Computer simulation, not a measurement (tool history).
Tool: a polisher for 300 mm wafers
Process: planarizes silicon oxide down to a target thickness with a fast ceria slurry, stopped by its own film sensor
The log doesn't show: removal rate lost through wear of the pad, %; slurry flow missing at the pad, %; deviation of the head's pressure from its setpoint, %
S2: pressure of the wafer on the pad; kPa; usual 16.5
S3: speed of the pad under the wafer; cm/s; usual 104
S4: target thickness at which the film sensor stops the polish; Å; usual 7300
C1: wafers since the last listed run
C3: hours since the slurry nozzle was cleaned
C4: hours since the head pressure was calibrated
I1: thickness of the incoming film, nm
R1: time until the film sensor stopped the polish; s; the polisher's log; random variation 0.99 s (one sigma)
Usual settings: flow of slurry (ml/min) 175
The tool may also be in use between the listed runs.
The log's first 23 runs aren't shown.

run 24 day=76.692 | flow_of_slurry_(ml/min)=175 S2=16.5 S3=104 S4=8800 | C1=588 wafers_polished_on_this_pad=4382 C3=377.5 C4=144.4 | I1=1833.1 | R1=85.5
run 25 day=80.767 | flow_of_slurry_(ml/min)=175 S2=11.7 S3=72 S4=10660 | C1=821 wafers_polished_on_this_pad=5204 C3=475.3 C4=242.2 | I1=1833.7 | R1=131.5
-- day=83.225 worn pad replaced by a new one
run 26 day=84.654 | flow_of_slurry_(ml/min)=135 S2=16.5 S3=104 S4=7300 | C1=750 wafers_polished_on_this_pad=288 C3=568.6 C4=335.5 | I1=1830.2 | R1=95.4
run 27 day=88.596 | flow_of_slurry_(ml/min)=225 S2=16.5 S3=104 S4=7300 | C1=794 wafers_polished_on_this_pad=1082 C3=663.2 C4=430.1 | I1=1822.8 | R1=90.2
-- day=91.258 slurry nozzle cleaned
run 28 day=91.438 | flow_of_slurry_(ml/min)=175 S2=21.4 S3=104 S4=9070 | C1=564 wafers_polished_on_this_pad=1647 C3=4.3 C4=498.3 | I1=1851.6 | R1=66.0
run 29 day=94.442 | flow_of_slurry_(ml/min)=175 S2=16.5 S3=104 S4=7300 | C1=605 wafers_polished_on_this_pad=2253 C3=76.4 C4=570.4 | I1=1836.4 | R1=96.5
run 30 day=97.708 | flow_of_slurry_(ml/min)=175 S2=16.5 S3=104 S4=7300 | C1=658 wafers_polished_on_this_pad=2911 C3=154.8 C4=648.8 | I1=1862.8 | R1=102.8
run 31 day=101.846 | flow_of_slurry_(ml/min)=175 S2=20.0 S3=80 S4=7300 | C1=834 wafers_polished_on_this_pad=3745 C3=254.1 C4=748.1 | I1=1807.1 | R1=113.0
run 32 day=105.062 | flow_of_slurry_(ml/min)=230 S2=20.0 S3=80 S4=10490 | C1=648 wafers_polished_on_this_pad=4394 C3=331.3 C4=825.3 | I1=1831.2 | R1=78.7
run 33 day=107.017 | flow_of_slurry_(ml/min)=125 S2=16.5 S3=104 S4=7300 | C1=393 wafers_polished_on_this_pad=4788 C3=378.2 C4=872.2 | I1=1792.4 | R1=106.9
run 34 day=111.317 | flow_of_slurry_(ml/min)=175 S2=16.5 S3=104 S4=7300 | C1=866 wafers_polished_on_this_pad=5655 C3=481.4 C4=975.4 | I1=1836.5 | R1=107.0
-- day=111.575 worn pad replaced by a new one
run 35 day=113.008 | flow_of_slurry_(ml/min)=135 S2=13.1 S3=76 S4=7300 | C1=307 wafers_polished_on_this_pad=289 C3=522.0 C4=1016.0 | I1=1793.5 | R1=165.4
run 36 day=115.950 | flow_of_slurry_(ml/min)=175 S2=16.5 S3=104 S4=7300 | C1=593 wafers_polished_on_this_pad=882 C3=592.6 C4=1086.6 | I1=1843.5 | R1=98.9

Forecast each of these 4 alternatives for the next run:
run A day=115.967 | flow_of_slurry_(ml/min)=175 S2=16.5 S3=84 S4=7300 | C1=3 wafers_polished_on_this_pad=885 C3=593.0 C4=1087.0 | I1=1821.7 | R1=?
run B day=115.967 | flow_of_slurry_(ml/min)=175 S2=11.7 S3=84 S4=7300 | C1=3 wafers_polished_on_this_pad=885 C3=593.0 C4=1087.0 | I1=1821.7 | R1=?
run C day=115.967 | flow_of_slurry_(ml/min)=125 S2=20.7 S3=122 S4=10020 | C1=3 wafers_polished_on_this_pad=885 C3=593.0 C4=1087.0 | I1=1821.7 | R1=?
run D day=115.967 | flow_of_slurry_(ml/min)=175 S2=22.1 S3=68 S4=7300 | C1=3 wafers_polished_on_this_pad=885 C3=593.0 C4=1087.0 | I1=1821.7 | R1=?

run=A R1=123.6
run=B R1=159.2
run=C R1=57.1
run=D R1=121.6
Without the tool's hidden state the same runs would have given:
run=A R1=113.3
run=B R1=145.9
run=C R1=52.4
run=D R1=111.5
